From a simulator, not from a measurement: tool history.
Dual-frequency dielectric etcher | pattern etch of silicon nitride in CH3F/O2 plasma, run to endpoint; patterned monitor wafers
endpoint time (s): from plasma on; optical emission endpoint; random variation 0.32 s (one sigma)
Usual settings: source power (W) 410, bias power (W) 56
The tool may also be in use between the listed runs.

run   hour  source power (W)  bias power (W)  wafers since the last listed run  hours since the last wet clean  hours since the last source power generator calibration  hours since the last bias power generator calibration  hours since the last upper electrode change  incoming incoming film thickness, nm  endpoint time (s)
  1      0               410              56                                 0                            15.7                                                   1792.3                                                 1573.2                                       3198.1                                  79.5               98.9
  2   34.4               410              56                               191                            50.1                                                   1826.7                                                 1607.6                                       3232.5                                  79.4               98.5
  3   51.8               390              56                                96                            67.5                                                   1844.1                                                   1625                                       3249.9                                  79.8              100.7
  4   86.6               390              56                               193                           102.3                                                   1878.9                                                 1659.8                                       3284.7                                  79.9              100.2
  5  104.1               410              56                                97                           119.8                                                   1896.4                                                 1677.3                                       3302.2                                  80.3               99.1
  6  132.9               410              61                               159                           148.6                                                   1925.2                                                 1706.1                                         3331                                    80               95.8
  7  160.2               410              61                               151                           175.9                                                   1952.5                                                 1733.4                                       3358.3                                  80.8               96.8
  8  183.9               410              61                               131                           199.6                                                   1976.2                                                 1757.1                                         3382                                  80.4               95.9
  9  212.3               410              56                               157                             228                                                   2004.6                                                 1785.5                                       3410.4                                  79.7               97.1
 10  247.7               410              56                               196                           263.4                                                     2040                                                 1820.9                                       3445.8                                    80               96.6
 11  263.8               410              56                                89                           279.5                                                   2056.1                                                   1837                                       3461.9                                  79.7               96.4
 12  276.1               410              50                                68                           291.8                                                   2068.4                                                 1849.3                                       3474.2                                  79.9               98.7
     323.6  -- wet clean of the chamber
 13  324.1               410              50                               133                             0.5                                                   2116.4                                                 1897.3                                       3522.2                                  80.2              103.4
 14  328.7               410              50                                25                             5.1                                                     2121                                                 1901.9                                       3526.8                                    80              103.2
     364.3  -- upper electrode replaced
 15  364.8               410              60                                67                            41.2                                                   2157.1                                                   1938                                          0.5                                  79.6               98.2
 16  397.9               410              56                               183                            74.3                                                   2190.2                                                 1971.1                                         33.6                                    81              100.3
 17  433.1               410              61                               195                           109.5                                                   2225.4                                                 2006.3                                         68.8                                  79.7               96.8
 18  462.3               440              56                               162                           138.7                                                   2254.6                                                 2035.5                                           98                                    80               96.1
 19  495.9               370              48                               186                           172.3                                                   2288.2                                                 2069.1                                        131.6                                  79.6              105.4
 20  512.7               490              65                                93                           189.1                                                     2305                                                 2085.9                                        148.4                                  80.9                 90
 21  531.1               410              56                               102                           207.5                                                   2323.4                                                 2104.3                                        166.8                                  81.1               99.3
 22  552.7               450              43                               119                           229.1                                                     2345                                                 2125.9                                        188.4                                  80.2               99.7
     570.3  -- bias power generator calibrated
 23  627.4               480              63                               392                           303.8                                                   2419.7                                                   57.1                                        263.1                                  79.8               88.4
 24    646               370              68                               103                           322.4                                                   2438.3                                                   75.7                                        281.7                                  80.1               95.3
 25  665.9               410              56                               110                           342.3                                                   2458.2                                                   95.6                                        301.6                                  80.6               96.7
     687.6  -- source power generator calibrated
     690.8  -- wet clean of the chamber
 26  691.3               380              65                               100                             0.5                                                      3.7                                                    121                                          327                                  79.9               98.6
 27  717.4               410              56                               144                            26.6                                                     29.8                                                  147.1                                        353.1                                  80.2              100.3
 28  739.4               410              56                               122                            48.6                                                     51.8                                                  169.1                                        375.1                                  79.9               99.9
 29  764.7               410              62                               140                            73.9                                                     77.1                                                  194.4                                        400.4                                  80.7                 98
 30  808.6               490              56                               243                           117.8                                                      121                                                  238.3                                        444.3                                  78.7               91.8
 31  822.4               460              62                                76                           131.6                                                    134.8                                                  252.1                                        458.1                                    81               93.1
 32    840               410              56                                97                           149.2                                                    152.4                                                  269.7                                        475.7                                  80.2               98.8
 33    856               410              56                                88                           165.2                                                    168.4                                                  285.7                                        491.7                                  79.8               98.1
 34  884.5               410              56                               158                           193.7                                                    196.9                                                  314.2                                        520.2                                  79.9               97.3
 35  919.2               330              47                               192                           228.4                                                    231.6                                                  348.9                                        554.9                                  79.5              109.1
 36  933.8               360              47                                81                             243                                                    246.2                                                  363.5                                        569.5                                  79.3              105.7

Hidden state or all else? Some run-to-run changes of endpoint time (s), split into what the settings, what came in and random variation would give without the hidden state, and what is left for the hidden state (with any gauge scatter that isn't in both results):
The hidden state here: etch rate over this chamber's usual, %; source power that arrives over what is set, %; bias power that arrives over what is set, %.
Run 12 -> 13: wet clean of the chamber. endpoint time (s) +4.7: hidden state +4.2, all else +0.5.
Run 19 -> 20: source power (W) 370 -> 490, bias power (W) 48 -> 65. endpoint time (s) -15.4: hidden state +0.2, all else -15.6.
Run 22 -> 23: source power (W) 450 -> 480, bias power (W) 43 -> 63, bias power generator calibrated. endpoint time (s) -11.3: hidden state -0.5, all else -10.8.
Run 25 -> 26: source power (W) 410 -> 380, bias power (W) 56 -> 65, source power generator calibrated, wet clean of the chamber. endpoint time (s) +1.9: hidden state +4.2, all else -2.3.
Run 34 -> 35: source power (W) 410 -> 330, bias power (W) 56 -> 47. endpoint time (s) +11.8: hidden state -0.7, all else +12.5.

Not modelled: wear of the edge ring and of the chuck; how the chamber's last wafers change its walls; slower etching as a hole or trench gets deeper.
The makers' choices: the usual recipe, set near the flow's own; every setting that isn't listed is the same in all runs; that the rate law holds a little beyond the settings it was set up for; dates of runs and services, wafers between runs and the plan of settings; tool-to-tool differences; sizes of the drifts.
